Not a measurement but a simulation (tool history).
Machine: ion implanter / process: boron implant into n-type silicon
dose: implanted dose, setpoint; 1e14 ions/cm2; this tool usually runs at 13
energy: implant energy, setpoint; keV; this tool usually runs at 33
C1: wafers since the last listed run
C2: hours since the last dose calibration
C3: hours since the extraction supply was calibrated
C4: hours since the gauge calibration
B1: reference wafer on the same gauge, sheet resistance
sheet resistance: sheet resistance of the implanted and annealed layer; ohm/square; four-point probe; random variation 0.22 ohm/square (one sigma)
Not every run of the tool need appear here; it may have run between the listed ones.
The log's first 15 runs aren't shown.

{"run": 16, "hour": 836.9, "dose": 13, "energy": 33, "C1": 1635, "C2": 2433.8, "C3": 2233.2, "C4": 984.5, "B1": 95.57, "sheet resistance": 101.71}
{"run": 17, "hour": 892.4, "dose": 10.64, "energy": 33, "C1": 1431, "C2": 2489.3, "C3": 2288.7, "C4": 1040, "B1": 95.59, "sheet resistance": 119.62}
{"hour": 919.1, "done": "extraction supply calibrated"}
{"run": 18, "hour": 961.1, "dose": 15.67, "energy": 22, "C1": 1565, "C2": 2558, "C3": 42, "C4": 1108.7, "B1": 95.61, "sheet resistance": 93.55}
{"hour": 1016.6, "done": "gauge calibrated"}
{"run": 19, "hour": 1025.0, "dose": 11.7, "energy": 39.5, "C1": 1648, "C2": 2621.9, "C3": 105.9, "C4": 8.4, "B1": 95.61, "sheet resistance": 110.28}
{"hour": 1037.0, "done": "Faraday cup replaced and dose calibrated"}
{"run": 20, "hour": 1063.7, "dose": 11.29, "energy": 40.5, "C1": 791, "C2": 26.7, "C3": 144.6, "C4": 47.1, "B1": 95.57, "sheet resistance": 110.32}
{"run": 21, "hour": 1101.8, "dose": 16.23, "energy": 39, "C1": 982, "C2": 64.8, "C3": 182.7, "C4": 85.2, "B1": 95.62, "sheet resistance": 83.04}
{"run": 22, "hour": 1147.3, "dose": 13, "energy": 33, "C1": 1173, "C2": 110.3, "C3": 228.2, "C4": 130.7, "B1": 95.58, "sheet resistance": 99.75}
{"run": 23, "hour": 1197.1, "dose": 15.12, "energy": 40, "C1": 1284, "C2": 160.1, "C3": 278, "C4": 180.5, "B1": 95.63, "sheet resistance": 87.95}
{"run": 24, "hour": 1256.7, "dose": 10.02, "energy": 33, "C1": 1537, "C2": 219.7, "C3": 337.6, "C4": 240.1, "B1": 95.62, "sheet resistance": 123.25}
{"run": 25, "hour": 1290.7, "dose": 10.94, "energy": 24, "C1": 876, "C2": 253.7, "C3": 371.6, "C4": 274.1, "B1": 95.6, "sheet resistance": 117.29}
{"run": 26, "hour": 1354.4, "dose": 13, "energy": 33, "C1": 1642, "C2": 317.4, "C3": 435.3, "C4": 337.8, "B1": 95.61, "sheet resistance": 100.03}
{"run": 27, "hour": 1417.8, "dose": 13, "energy": 33, "C1": 1635, "C2": 380.8, "C3": 498.7, "C4": 401.2, "B1": 95.58, "sheet resistance": 100.22}
{"run": 28, "hour": 1445.5, "dose": 9.72, "energy": 22.5, "C1": 714, "C2": 408.5, "C3": 526.4, "C4": 428.9, "B1": 95.57, "sheet resistance": 129.59}
{"run": 29, "hour": 1637.7, "dose": 13, "energy": 41, "C1": 4956, "C2": 600.7, "C3": 718.6, "C4": 621.1, "B1": 95.59, "sheet resistance": 98.87}
{"run": 30, "hour": 1664.5, "dose": 10.79, "energy": 29.5, "C1": 691, "C2": 627.5, "C3": 745.4, "C4": 647.9, "B1": 95.63, "sheet resistance": 116.74}
{"run": 31, "hour": 1688.6, "dose": 13, "energy": 41.5, "C1": 621, "C2": 651.6, "C3": 769.5, "C4": 672, "B1": 95.62, "sheet resistance": 99.22}
{"run": 32, "hour": 1745.3, "dose": 16.44, "energy": 43, "C1": 1462, "C2": 708.3, "C3": 826.2, "C4": 728.7, "B1": 95.64, "sheet resistance": 82.28}

Forecast each of these 4 alternatives for the next run:
{"run": "A", "hour": 1745.7, "dose": 13, "energy": 43.5, "C1": 10, "C2": 708.7, "C3": 826.6, "C4": 729.1, "B1": "?", "sheet resistance": "?"}
{"run": "B", "hour": 1745.7, "dose": 10.5, "energy": 33, "C1": 10, "C2": 708.7, "C3": 826.6, "C4": 729.1, "B1": "?", "sheet resistance": "?"}
{"run": "C", "hour": 1745.7, "dose": 13, "energy": 39.5, "C1": 10, "C2": 708.7, "C3": 826.6, "C4": 729.1, "B1": "?", "sheet resistance": "?"}
{"run": "D", "hour": 1745.7, "dose": 9.76, "energy": 33, "C1": 10, "C2": 708.7, "C3": 826.6, "C4": 729.1, "B1": "?", "sheet resistance": "?"}

run=A B1=95.59 sheet_resistance=98.8
run=B B1=95.59 sheet_resistance=118.9
run=C B1=95.59 sheet_resistance=99.24
run=D B1=95.59 sheet_resistance=126.2
The same runs, with their run-to-run variation unchanged, on a tool lacking any hidden condition would have given:
run=A sheet_resistance=98.41
run=B sheet_resistance=118.42
run=C sheet_resistance=98.84
run=D sheet_resistance=125.68
